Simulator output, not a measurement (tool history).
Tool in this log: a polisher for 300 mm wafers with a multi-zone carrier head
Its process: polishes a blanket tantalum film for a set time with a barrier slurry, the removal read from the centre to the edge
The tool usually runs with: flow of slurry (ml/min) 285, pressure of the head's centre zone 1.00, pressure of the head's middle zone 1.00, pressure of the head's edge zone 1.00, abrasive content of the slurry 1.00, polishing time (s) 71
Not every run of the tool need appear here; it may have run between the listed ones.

| run | hour | flow of slurry (ml/min) | pressure of the head's centre zone | pressure of the head's middle zone | pressure of the head's edge zone | abrasive content of the slurry | polishing time (s) | wafers since the last listed run | wafers polished on this pad | hours since the slurry nozzle was cleaned | hours since the centre zone pressure was calibrated | hours since the edge zone pressure was calibrated | hours since the carrier head's membrane was replaced | incoming thickness of the incoming film, nm | film removed at the wafer's centre (Å) | film removed at mid-radius (Å) | film removed at the wafer's edge (Å) |
|---|---|---|---|---|---|---|---|---|---|---|---|---|---|---|---|---|---|
| 1 | 0.0 | 285 | 1.00 | 1.00 | 1.00 | 1.00 | 71 | 0 | 938 | 61.5 | 828.7 | 618.4 | 741.7 | 417.7 | 1178 | 1160 | 1182 |
|  | 20.4 | worn pad replaced by a new one |
| 2 | 28.6 | 285 | 1.00 | 1.00 | 1.00 | 1.00 | 71 | 269 | 89 | 90.1 | 857.3 | 647.0 | 770.3 | 412.4 | 1266 | 1256 | 1283 |
| 3 | 54.0 | 285 | 1.00 | 1.00 | 1.00 | 1.00 | 71 | 277 | 367 | 115.5 | 882.7 | 672.4 | 795.7 | 425.1 | 1231 | 1239 | 1252 |
| 4 | 88.0 | 285 | 1.00 | 1.00 | 1.00 | 1.00 | 71 | 371 | 739 | 149.5 | 916.7 | 706.4 | 829.7 | 410.9 | 1202 | 1164 | 1188 |
| 5 | 112.3 | 285 | 1.00 | 1.00 | 1.00 | 1.00 | 71 | 265 | 1005 | 173.8 | 941.0 | 730.7 | 854.0 | 415.3 | 1148 | 1121 | 1177 |
|  | 117.1 | worn pad replaced by a new one |
| 6 | 128.1 | 285 | 1.00 | 1.00 | 1.00 | 1.00 | 71 | 129 | 119 | 189.6 | 956.8 | 746.5 | 869.8 | 423.6 | 1254 | 1234 | 1278 |
| 7 | 148.2 | 285 | 1.00 | 1.00 | 1.00 | 1.00 | 71 | 219 | 339 | 209.7 | 976.9 | 766.6 | 889.9 | 419.6 | 1233 | 1240 | 1243 |
| 8 | 163.5 | 285 | 1.00 | 1.00 | 1.00 | 1.00 | 71 | 167 | 507 | 225.0 | 992.2 | 781.9 | 905.2 | 422.9 | 1187 | 1218 | 1220 |
| 9 | 195.5 | 285 | 1.00 | 1.00 | 1.00 | 1.00 | 71 | 350 | 857 | 257.0 | 1024.2 | 813.9 | 937.2 | 420.2 | 1128 | 1134 | 1171 |
|  | 207.6 | edge zone pressure recalibrated |
|  | 225.5 | carrier head's membrane replaced by a new one |
|  | 228.4 | worn pad replaced by a new one |
| 10 | 228.9 | 285 | 1.00 | 0.91 | 1.00 | 1.00 | 71 | 257 | 5 | 290.4 | 1057.6 | 21.3 | 3.4 | 413.6 | 1202 | 1122 | 1272 |
|  | 248.2 | slurry nozzle cleaned |
| 11 | 251.0 | 250 | 1.05 | 1.00 | 0.96 | 1.00 | 71 | 230 | 236 | 2.8 | 1079.7 | 43.4 | 25.5 | 417.2 | 1313 | 1224 | 1242 |
|  | 257.5 | centre zone pressure recalibrated |
| 12 | 273.1 | 285 | 1.00 | 1.00 | 1.00 | 1.00 | 51 | 219 | 455 | 24.9 | 15.6 | 65.5 | 47.6 | 428.5 | 863 | 882 | 896 |
| 13 | 299.4 | 285 | 1.00 | 1.00 | 1.00 | 1.00 | 71 | 287 | 743 | 51.2 | 41.9 | 91.8 | 73.9 | 425.5 | 1217 | 1202 | 1216 |
| 14 | 315.2 | 285 | 1.00 | 1.00 | 1.00 | 1.00 | 71 | 172 | 916 | 67.0 | 57.7 | 107.6 | 89.7 | 425.3 | 1160 | 1171 | 1174 |
|  | 334.1 | worn pad replaced by a new one |
| 15 | 334.6 | 285 | 1.00 | 1.08 | 1.06 | 1.00 | 71 | 168 | 5 | 86.4 | 77.1 | 127.0 | 109.1 | 417.7 | 1305 | 1329 | 1339 |
| 16 | 348.4 | 215 | 1.00 | 1.00 | 1.00 | 1.25 | 71 | 150 | 156 | 100.2 | 90.9 | 140.8 | 122.9 | 426.8 | 1302 | 1325 | 1340 |
| 17 | 401.3 | 345 | 1.08 | 1.07 | 0.96 | 1.00 | 71 | 578 | 734 | 153.1 | 143.8 | 193.7 | 175.8 | 414.7 | 1283 | 1268 | 1199 |
|  | 433.1 | worn pad replaced by a new one |
| 18 | 469.4 | 285 | 0.94 | 1.00 | 1.00 | 1.00 | 79 | 701 | 396 | 221.2 | 211.9 | 261.8 | 243.9 | 416.0 | 1266 | 1333 | 1338 |
| 19 | 492.8 | 285 | 1.00 | 1.00 | 1.00 | 1.00 | 71 | 255 | 652 | 244.6 | 235.3 | 285.2 | 267.3 | 426.6 | 1174 | 1154 | 1190 |
| 20 | 513.2 | 285 | 1.00 | 0.88 | 0.95 | 1.00 | 71 | 223 | 876 | 265.0 | 255.7 | 305.6 | 287.7 | 413.8 | 1126 | 1017 | 1127 |

What if the next run were any one of these 5? Each begins from the tool's condition after run 20:
| A | 513.7 | 285 | 1.00 | 1.00 | 1.00 | 1.00 | 71 | 5 | 881 | 265.5 | 256.2 | 306.1 | 288.2 | 420.0 | ? | ? | ? |
| B | 513.7 | 285 | 1.00 | 1.05 | 1.00 | 1.00 | 71 | 5 | 881 | 265.5 | 256.2 | 306.1 | 288.2 | 420.0 | ? | ? | ? |
| C | 513.7 | 285 | 1.00 | 1.07 | 1.00 | 1.00 | 71 | 5 | 881 | 265.5 | 256.2 | 306.1 | 288.2 | 420.0 | ? | ? | ? |
| D | 513.7 | 285 | 1.00 | 0.93 | 1.00 | 0.85 | 71 | 5 | 881 | 265.5 | 256.2 | 306.1 | 288.2 | 420.0 | ? | ? | ? |
| E | 513.7 | 355 | 1.00 | 1.00 | 0.91 | 1.25 | 71 | 5 | 881 | 265.5 | 256.2 | 306.1 | 288.2 | 420.0 | ? | ? | ? |

| run | film removed at the wafer's centre (Å) | film removed at mid-radius (Å) | film removed at the wafer's edge (Å) |
|---|---|---|---|
| A | 1138 | 1141 | 1174 |
| B | 1139 | 1186 | 1173 |
| C | 1139 | 1204 | 1173 |
| D | 1062 | 1007 | 1097 |
| E | 1261 | 1261 | 1232 |
Take away the tool's hidden state, keep each run's random variation, and the runs would have read:
| run | film removed at the wafer's centre (Å) | film removed at mid-radius (Å) | film removed at the wafer's edge (Å) |
|---|---|---|---|
| A | 1313 | 1310 | 1332 |
| B | 1313 | 1361 | 1332 |
| C | 1313 | 1382 | 1331 |
| D | 1225 | 1155 | 1245 |
| E | 1442 | 1436 | 1391 |

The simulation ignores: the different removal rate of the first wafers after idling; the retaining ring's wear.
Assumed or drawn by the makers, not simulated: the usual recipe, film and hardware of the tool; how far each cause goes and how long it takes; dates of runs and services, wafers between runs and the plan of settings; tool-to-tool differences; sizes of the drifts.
